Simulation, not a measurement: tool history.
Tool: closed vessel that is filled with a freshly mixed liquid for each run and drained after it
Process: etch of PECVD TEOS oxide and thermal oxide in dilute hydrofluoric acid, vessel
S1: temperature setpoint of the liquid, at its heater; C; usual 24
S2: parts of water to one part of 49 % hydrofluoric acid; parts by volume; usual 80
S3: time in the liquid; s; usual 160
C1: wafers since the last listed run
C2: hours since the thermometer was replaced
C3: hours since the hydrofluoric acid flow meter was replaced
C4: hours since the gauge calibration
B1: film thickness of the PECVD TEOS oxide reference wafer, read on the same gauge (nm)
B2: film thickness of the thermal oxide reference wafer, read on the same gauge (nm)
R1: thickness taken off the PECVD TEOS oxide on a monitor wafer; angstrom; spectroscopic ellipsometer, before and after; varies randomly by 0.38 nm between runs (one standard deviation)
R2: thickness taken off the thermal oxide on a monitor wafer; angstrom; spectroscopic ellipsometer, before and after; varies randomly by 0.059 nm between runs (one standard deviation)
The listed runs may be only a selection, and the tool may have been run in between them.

run   hour    S1   S2   S3    C1     C2     C3     C4     B1     B2      R1     R2
  1      0    24   80  160     0  764.2  529.5  299.9     90  79.99   387.7   98.4
  2   11.6    24   80  160   928  775.8  541.1  311.5  89.97  79.99   390.4   98.1
  3   28.5  26.5   80  160  1353  792.7    558  328.4  89.97  79.98   428.3  107.6
      38.6  -- thermometer replaced
  4   42.2  26.5   80  160  1017    3.6  571.7  342.1  90.01     80   428.1  109.2
      51.2  -- hydrofluoric acid flow meter replaced
  5   57.7  26.5   80  160  1161   19.1    6.5  357.6     90  80.01   429.7  109.1
  6   75.2    24   80  160  1401   36.6     24  375.1  89.98     80   382.7   99.8
  7   89.9    24   80  160  1177   51.3   38.7  389.8  90.02     80   390.8   98.7
  8  106.4    24   80  160  1321   67.8   55.2  406.3  90.04  80.01   384.4   98.1
  9  116.9  28.5   80  160   840   78.3   65.7  416.8  89.97     80   451.9  117.3
 10  128.5  22.5   80  160   928   89.9   77.3  428.4  89.97  80.02   365.3   93.4
 11  141.5    24   80  195  1041  102.9   90.3  441.4  89.97     80   480.8  121.5
 12  156.6  25.5   80  160  1209    118  105.4  456.5  90.03  80.01   411.7  104.6
 13  163.5  19.5  110   75   552  124.9  112.3  463.4  89.99  80.01   106.7   26.9
 14  170.2    26   55  160   536  131.6    119  470.1  89.99     80   632.9  160.3
       200  -- gauge calibrated
 15  221.1  20.5  110  230  4076  182.5  169.9   21.1  89.97  80.03   340.2     86
 16  250.2  21.5   45  230  2330  211.6    199   50.2  90.03  80.01   930.1  235.8
 17  264.4    24   80  160  1137  225.8  213.2   64.4  90.02  79.99     395     99
 18    279    24   80  225  1169  240.4  227.8     79  90.03  80.01   551.1  139.9
 19  293.7  21.5   80  160  1177  255.1  242.5   93.7  90.01  79.99   347.8   88.1
 20  301.9    24   80  160   656  263.3  250.7  101.9  90.01  80.02     392   98.5
 21  311.9  27.5   60  230   800  273.3  260.7  111.9  89.98  80.03   869.1  223.5
 22  358.9    20  115  105  3763  320.3  307.7  158.9  89.97  80.01   145.4   36.7
 23  406.8  21.5   45  230  3835  368.2  355.6  206.8  90.02  79.98   940.8  235.9
 24  421.9  26.5   40  200  1209  383.3  370.7  221.9  90.05  80.02  1143.4  287.2
 25  450.6  21.5   80  110  2298    412  399.4  250.6  89.96  80.02   236.7   61.8
 26  459.7  20.5   95  160   728  421.1  408.5  259.7     90     80     276   69.7
 27  467.7    24  120  160   640  429.1  416.5  267.7  89.97  79.99   246.8   62.6

Below are 3 alternative next runs, each starting from the tool's condition after run 27. Predict each:
  A  468.4    24   80  205  56  429.8  417.2  268.4   ?   ?   ?   ?
  B  468.4    26  105  160  56  429.8  417.2  268.4   ?   ?   ?   ?
  C  468.4  19.5   80  160  56  429.8  417.2  268.4   ?   ?   ?   ?

run     B1     B2     R1     R2
  A  89.97  79.98  493.7  126.5
  B  89.97  79.98  307.8   78.8
  C  89.97  79.98  320.4   82.1
Without the tool's unlogged condition, the same runs would have read:
run     R1     R2
  A  493.7  126.5
  B  307.8   78.8
  C  320.4   82.1

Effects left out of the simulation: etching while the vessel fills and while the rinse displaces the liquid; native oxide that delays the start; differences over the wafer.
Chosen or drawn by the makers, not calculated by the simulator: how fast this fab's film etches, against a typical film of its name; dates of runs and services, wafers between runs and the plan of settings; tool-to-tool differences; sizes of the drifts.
